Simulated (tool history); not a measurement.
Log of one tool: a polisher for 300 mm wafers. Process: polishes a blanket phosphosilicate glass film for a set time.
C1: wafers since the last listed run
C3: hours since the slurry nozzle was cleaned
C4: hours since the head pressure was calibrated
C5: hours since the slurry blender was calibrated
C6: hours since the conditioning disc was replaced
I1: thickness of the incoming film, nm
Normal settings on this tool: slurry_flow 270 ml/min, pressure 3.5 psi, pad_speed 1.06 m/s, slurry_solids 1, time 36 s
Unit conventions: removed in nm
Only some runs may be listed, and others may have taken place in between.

run 1 hour=0 | slurry_flow=270 pressure=3.5 pad_speed=1.06 slurry_solids=1 time=36 | C1=0 wafers_polished_on_this_pad=16 C3=499.6 C4=290.7 C5=237.1 C6=150.6 | I1=2189.7 | removed=340.6
-- hour=0.9 slurry blender recalibrated
run 2 hour=27.4 | slurry_flow=270 pressure=3.5 pad_speed=1.06 slurry_solids=1 time=36 | C1=194 wafers_polished_on_this_pad=210 C3=527 C4=318.1 C5=26.5 C6=178 | I1=2202 | removed=347.8
run 3 hour=43 | slurry_flow=270 pressure=3.5 pad_speed=1.06 slurry_solids=1 time=36 | C1=114 wafers_polished_on_this_pad=325 C3=542.6 C4=333.7 C5=42.1 C6=193.6 | I1=2178.2 | removed=346.3
run 4 hour=57.7 | slurry_flow=270 pressure=3.5 pad_speed=1.06 slurry_solids=1 time=36 | C1=107 wafers_polished_on_this_pad=432 C3=557.3 C4=348.4 C5=56.8 C6=208.3 | I1=2187.2 | removed=342.5
run 5 hour=89.9 | slurry_flow=270 pressure=3.5 pad_speed=0.94 slurry_solids=1 time=36 | C1=235 wafers_polished_on_this_pad=668 C3=589.5 C4=380.6 C5=89 C6=240.5 | I1=2184.8 | removed=312.2
run 6 hour=103 | slurry_flow=270 pressure=3.5 pad_speed=0.94 slurry_solids=1 time=36 | C1=95 wafers_polished_on_this_pad=764 C3=602.6 C4=393.7 C5=102.1 C6=253.6 | I1=2190.3 | removed=314.4
run 7 hour=147.5 | slurry_flow=270 pressure=3.5 pad_speed=1.06 slurry_solids=1 time=36 | C1=325 wafers_polished_on_this_pad=1090 C3=647.1 C4=438.2 C5=146.6 C6=298.1 | I1=2163 | removed=344.1
run 8 hour=169.8 | slurry_flow=270 pressure=3.5 pad_speed=1.06 slurry_solids=1 time=36 | C1=163 wafers_polished_on_this_pad=1253 C3=669.4 C4=460.5 C5=168.9 C6=320.4 | I1=2160.8 | removed=344.7
-- hour=177.5 worn pad replaced by a new one
run 9 hour=185.4 | slurry_flow=270 pressure=3.5 pad_speed=1.06 slurry_solids=1 time=36 | C1=84 wafers_polished_on_this_pad=58 C3=685 C4=476.1 C5=184.5 C6=336 | I1=2140.3 | removed=353
run 10 hour=201.1 | slurry_flow=270 pressure=3.5 pad_speed=1.06 slurry_solids=1 time=36 | C1=114 wafers_polished_on_this_pad=172 C3=700.7 C4=491.8 C5=200.2 C6=351.7 | I1=2145.8 | removed=350.3
run 11 hour=214 | slurry_flow=270 pressure=3.5 pad_speed=1.06 slurry_solids=1 time=36 | C1=94 wafers_polished_on_this_pad=267 C3=713.6 C4=504.7 C5=213.1 C6=364.6 | I1=2168.7 | removed=344.6
-- hour=228.3 head pressure recalibrated
-- hour=260.3 slurry nozzle cleaned
-- hour=302.9 slurry blender recalibrated
run 12 hour=320.3 | slurry_flow=270 pressure=3.5 pad_speed=1.06 slurry_solids=1 time=36 | C1=741 wafers_polished_on_this_pad=1008 C3=60 C4=92 C5=17.4 C6=470.9 | I1=2178.4 | removed=344.6
-- hour=329.2 conditioning disc replaced and pad reconditioned
-- hour=329.9 worn pad replaced by a new one
run 13 hour=335.3 | slurry_flow=270 pressure=3.5 pad_speed=0.94 slurry_solids=1 time=36 | C1=89 wafers_polished_on_this_pad=39 C3=75 C4=107 C5=32.4 C6=6.1 | I1=2196.9 | removed=315.1
run 14 hour=347.6 | slurry_flow=300 pressure=3 pad_speed=1.06 slurry_solids=1.25 time=30 | C1=90 wafers_polished_on_this_pad=129 C3=87.3 C4=119.3 C5=44.7 C6=18.4 | I1=2160 | removed=278.4
run 15 hour=369.5 | slurry_flow=350 pressure=4.6 pad_speed=1.06 slurry_solids=1.15 time=36 | C1=160 wafers_polished_on_this_pad=289 C3=109.2 C4=141.2 C5=66.6 C6=40.3 | I1=2150.1 | removed=491.4
run 16 hour=386.1 | slurry_flow=270 pressure=3.5 pad_speed=1.06 slurry_solids=1 time=36 | C1=121 wafers_polished_on_this_pad=411 C3=125.8 C4=157.8 C5=83.2 C6=56.9 | I1=2204.7 | removed=343
run 17 hour=412.2 | slurry_flow=270 pressure=2.5 pad_speed=1.4 slurry_solids=1.1 time=36 | C1=191 wafers_polished_on_this_pad=602 C3=151.9 C4=183.9 C5=109.3 C6=83 | I1=2214.7 | removed=320.8
run 18 hour=426.5 | slurry_flow=185 pressure=2.8 pad_speed=1.06 slurry_solids=0.8 time=46 | C1=104 wafers_polished_on_this_pad=707 C3=166.2 C4=198.2 C5=123.6 C6=97.3 | I1=2180 | removed=296.9
run 19 hour=453.1 | slurry_flow=270 pressure=4.2 pad_speed=1.06 slurry_solids=1 time=29 | C1=194 wafers_polished_on_this_pad=901 C3=192.8 C4=224.8 C5=150.2 C6=123.9 | I1=2187.1 | removed=338.3
-- hour=485.7 worn pad replaced by a new one
run 20 hour=486.4 | slurry_flow=270 pressure=2.5 pad_speed=1.38 slurry_solids=0.75 time=30 | C1=214 wafers_polished_on_this_pad=5 C3=226.1 C4=258.1 C5=183.5 C6=157.2 | I1=2190.6 | removed=217.1
run 21 hour=515.7 | slurry_flow=270 pressure=3.5 pad_speed=1.06 slurry_solids=1 time=36 | C1=214 wafers_polished_on_this_pad=219 C3=255.4 C4=287.4 C5=212.8 C6=186.5 | I1=2185.3 | removed=340.1
run 22 hour=531.8 | slurry_flow=270 pressure=2.6 pad_speed=1.06 slurry_solids=1 time=36 | C1=117 wafers_polished_on_this_pad=337 C3=271.5 C4=303.5 C5=228.9 C6=202.6 | I1=2176.6 | removed=256.5
-- hour=550.2 slurry blender recalibrated
run 23 hour=558.2 | slurry_flow=270 pressure=3.5 pad_speed=1.06 slurry_solids=1 time=36 | C1=178 wafers_polished_on_this_pad=516 C3=297.9 C4=329.9 C5=8 C6=229 | I1=2215 | removed=345.6
run 24 hour=582.5 | slurry_flow=270 pressure=2.4 pad_speed=1.34 slurry_solids=1 time=36 | C1=177 wafers_polished_on_this_pad=694 C3=322.2 C4=354.2 C5=32.3 C6=253.3 | I1=2220 | removed=292
run 25 hour=596.9 | slurry_flow=230 pressure=3.5 pad_speed=1.06 slurry_solids=1 time=24 | C1=105 wafers_polished_on_this_pad=799 C3=336.6 C4=368.6 C5=46.7 C6=267.7 | I1=2132.7 | removed=226.4

4 options for the next run, each taken on its own from the tool as it stands now. Forecast them:
run A hour=597.3 | slurry_flow=270 pressure=3.5 pad_speed=1.06 slurry_solids=0.8 time=36 | C1=2 wafers_polished_on_this_pad=802 C3=337 C4=369 C5=47.1 C6=268.1 | I1=2169.3 | removed=?
run B hour=597.3 | slurry_flow=270 pressure=3.5 pad_speed=1.06 slurry_solids=1.15 time=36 | C1=2 wafers_polished_on_this_pad=802 C3=337 C4=369 C5=47.1 C6=268.1 | I1=2169.3 | removed=?
run C hour=597.3 | slurry_flow=270 pressure=4.7 pad_speed=1.06 slurry_solids=1 time=36 | C1=2 wafers_polished_on_this_pad=802 C3=337 C4=369 C5=47.1 C6=268.1 | I1=2169.3 | removed=?
run D hour=597.3 | slurry_flow=270 pressure=3.2 pad_speed=0.86 slurry_solids=0.8 time=36 | C1=2 wafers_polished_on_this_pad=802 C3=337 C4=369 C5=47.1 C6=268.1 | I1=2169.3 | removed=?

run=A removed=309.3
run=B removed=368.7
run=C removed=464.8
run=D removed=239.3
The same runs, with their run-to-run variation unchanged, on a tool lacking any hidden condition would have given:
run=A removed=309.3
run=B removed=368.7
run=C removed=464.8
run=D removed=239.3
